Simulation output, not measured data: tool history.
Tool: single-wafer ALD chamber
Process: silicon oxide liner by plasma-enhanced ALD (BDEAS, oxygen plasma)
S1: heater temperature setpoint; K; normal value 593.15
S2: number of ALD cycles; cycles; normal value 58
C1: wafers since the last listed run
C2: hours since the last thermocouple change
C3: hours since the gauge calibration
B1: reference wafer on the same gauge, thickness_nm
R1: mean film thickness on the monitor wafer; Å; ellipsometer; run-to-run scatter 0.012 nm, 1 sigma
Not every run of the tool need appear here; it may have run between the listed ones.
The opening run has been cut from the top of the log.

Run 2, hour 60.5: usual settings but S1 600.15 K; C1 328; C2 469.1; C3 1664.2; B1 4.981. Result: R1 47.3 Å.
Run 3, hour 103.2: usual settings but S1 605.15 K; C1 231; C2 511.8; C3 1706.9; B1 4.989. Result: R1 46.93 Å.
Run 4, hour 191: usual settings but S1 605.15 K; C1 476; C2 599.6; C3 1794.7; B1 4.99. Result: R1 47.26 Å.
Run 5, hour 242.8: usual settings but S1 605.15 K; C1 281; C2 651.4; C3 1846.5; B1 4.995. Result: R1 47.04 Å.
Run 6, hour 314.6: usual settings; C1 389; C2 723.2; C3 1918.3; B1 4.993. Result: R1 47.72 Å.
Run 7, hour 355.8: usual settings; C1 223; C2 764.4; C3 1959.5; B1 4.996. Result: R1 47.83 Å.
Run 8, hour 437.5: usual settings but S1 599.15 K, S2 62 cycles; C1 443; C2 846.1; C3 2041.2; B1 4.996. Result: R1 50.58 Å.
Run 9, hour 518.1: usual settings but S1 599.15 K, S2 62 cycles; C1 437; C2 926.7; C3 2121.8; B1 4.999. Result: R1 50.56 Å.
Run 10, hour 582.3: usual settings but S1 599.15 K, S2 62 cycles; C1 348; C2 990.9; C3 2186; B1 5.004. Result: R1 50.63 Å.
Run 11, hour 648.5: usual settings; C1 359; C2 1057.1; C3 2252.2; B1 5.007. Result: R1 48.05 Å.
Run 12, hour 719: usual settings; C1 382; C2 1127.6; C3 2322.7; B1 5.01. Result: R1 47.96 Å.
Run 13, hour 764.2: usual settings but S1 583.15 K, S2 61 cycles; C1 245; C2 1172.8; C3 2367.9; B1 5.014. Result: R1 51.12 Å.
Run 14, hour 843.6: usual settings but S1 583.15 K, S2 61 cycles; C1 430; C2 1252.2; C3 2447.3; B1 5.02. Result: R1 50.78 Å.
Run 15, hour 909.5: usual settings but S1 583.15 K, S2 61 cycles; C1 357; C2 1318.1; C3 2513.2; B1 5.024. Result: R1 51.25 Å.
At hour 961.8: thermocouple changed; heater temperature recalibrated.
Run 16, hour 1014.6: usual settings but S2 64 cycles; C1 526; C2 52.8; C3 2618.3; B1 5.019. Result: R1 52.88 Å.
Run 17, hour 1058.6: usual settings but S2 64 cycles; C1 238; C2 96.8; C3 2662.3; B1 5.027. Result: R1 53.09 Å.
Run 18, hour 1159.3: usual settings but S2 64 cycles; C1 546; C2 197.5; C3 2763; B1 5.031. Result: R1 53.18 Å.
Run 19, hour 1255.2: usual settings; C1 520; C2 293.4; C3 2858.9; B1 5.031. Result: R1 48.13 Å.
Run 20, hour 1358.8: usual settings; C1 562; C2 397; C3 2962.5; B1 5.041. Result: R1 48.04 Å.
At hour 1369.6: gauge calibrated.
Run 21, hour 1409.1: usual settings; C1 272; C2 447.3; C3 39.5; B1 4.962. Result: R1 47.44 Å.
Run 22, hour 1506.4: usual settings but S1 603.15 K, S2 49 cycles; C1 527; C2 544.6; C3 136.8; B1 4.957. Result: R1 39.48 Å.
Run 23, hour 1572.1: usual settings but S1 605.15 K; C1 356; C2 610.3; C3 202.5; B1 4.96. Result: R1 46.48 Å.
Run 24, hour 1620.9: usual settings but S1 602.15 K, S2 54 cycles; C1 264; C2 659.1; C3 251.3; B1 4.958. Result: R1 43.83 Å.
Run 25, hour 1714.5: usual settings but S2 68 cycles; C1 507; C2 752.7; C3 344.9; B1 4.964. Result: R1 55.7 Å.
Run 26, hour 1799.7: usual settings but S1 604.15 K, S2 55 cycles; C1 462; C2 837.9; C3 430.1; B1 4.96. Result: R1 44.39 Å.

Run 27 comes next. What will it give?
Run 27, hour 1860.2: usual settings; C1 328; C2 898.4; C3 490.6; B1 ?. Result: R1 ?.

B1: 4.956
R1: 47.62 Å
The same run, on a tool lacking any hidden state, would have yielded R1 47.69 Å.
